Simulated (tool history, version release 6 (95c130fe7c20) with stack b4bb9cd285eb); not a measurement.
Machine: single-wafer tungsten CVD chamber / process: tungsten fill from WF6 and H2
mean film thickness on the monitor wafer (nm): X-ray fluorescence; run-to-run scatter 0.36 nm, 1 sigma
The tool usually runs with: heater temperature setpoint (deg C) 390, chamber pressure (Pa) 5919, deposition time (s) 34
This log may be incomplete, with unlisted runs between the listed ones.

run,day,heater temperature setpoint (deg C),chamber pressure (Pa),deposition time (s),"read-back reference wafer on the same gauge, thickness_nm",mean film thickness on the monitor wafer (nm)
1,0,395,6919,34,95.788,117.226
2,1.817,395,6919,34,95.978,117.248
3,5.767,395,6919,34,95.76,118.546
4,8.808,390,5919,34,95.665,97.343
5,12.646,390,5919,34,95.85,98.219
6,20.05,390,5919,34,95.819,98.715
7,22.483,390,5919,34,95.754,99.023
8,25.896,390,5919,34,95.883,99.076
9,27.975,390,5919,34,95.766,99.369
10,32.325,390,4813,34,95.828,89.453
11,34.75,399,5106,29.9,95.686,98.586
12,38.8,390,6879,34,95.803,108.128
13,42.067,390,4720,34,95.836,85.634
14,45.667,390,4826,34,95.971,86.744
15,47.579,390,5919,34,95.848,96.717
16,51.583,390,5000,32.1,95.739,83.497
17,53.271,383,6746,38.9,95.66,101.024
18,56.612,403,6599,34,95.803,134.594
19,59.804,386,6519,34,95.74,92.782
20,64.2,390,5919,37.8,95.715,108.53
21,66.283,390,6599,31.9,95.827,96.818
22,69.858,398,5919,30.9,95.785,104.817
23,73.45,378,5919,34,95.81,74.475
24,76.429,390,5919,36,95.655,103.817
25,89.217,390,5919,34,95.798,95.757
26,93.05,390,5919,34,95.721,95.84
27,99.438,402,5440,29.6,95.66,103.304
28,103.5,390,5919,34,95.696,95.932
29,105.808,390,7026,40.7,95.771,124.782
30,109.012,390,5919,34,95.787,96.477
31,111.608,400,5919,30.8,95.751,108.477
32,113.362,396,5919,34,95.825,109.372
33,117.308,390,5919,34,95.869,97.902
34,120.579,383,5919,29.7,95.867,73.073

The log once held 4 entries between its listed runs, left out of this copy. Where does each go, and what is different about the tool's unlogged condition between the listed run before it and the listed run after it?
After run 12, before run 13: thermocouple changed; heater temperature recalibrated (day 40.267)
  wafer temperature above the value expected at the setpoint (K): 2.2 -> 0.049; true pressure above the setpoint (%): 2.61 -> 2.87
  difference, measured minus the result without the unlogged condition, mean film thickness on the monitor wafer (nm): +6.34 -> +1.337
After run 22, before run 23: gauge calibrated (day 73.296)
  wafer temperature above the value expected at the setpoint (K): 0.168 -> 0.199; true pressure above the setpoint (%): 5.43 -> 5.81
  difference, measured minus the result without the unlogged condition, mean film thickness on the monitor wafer (nm): +3.104 -> +2.418
After run 24, before run 25: capacitance manometer re-zeroed and calibrated (day 79.412); showerhead replaced (day 79.412)
  wafer temperature above the value expected at the setpoint (K): 0.227 -> 0.375; true pressure above the setpoint (%): 6.14 -> 0.272
  difference, measured minus the result without the unlogged condition, mean film thickness on the monitor wafer (nm): +3.554 -> +0.908

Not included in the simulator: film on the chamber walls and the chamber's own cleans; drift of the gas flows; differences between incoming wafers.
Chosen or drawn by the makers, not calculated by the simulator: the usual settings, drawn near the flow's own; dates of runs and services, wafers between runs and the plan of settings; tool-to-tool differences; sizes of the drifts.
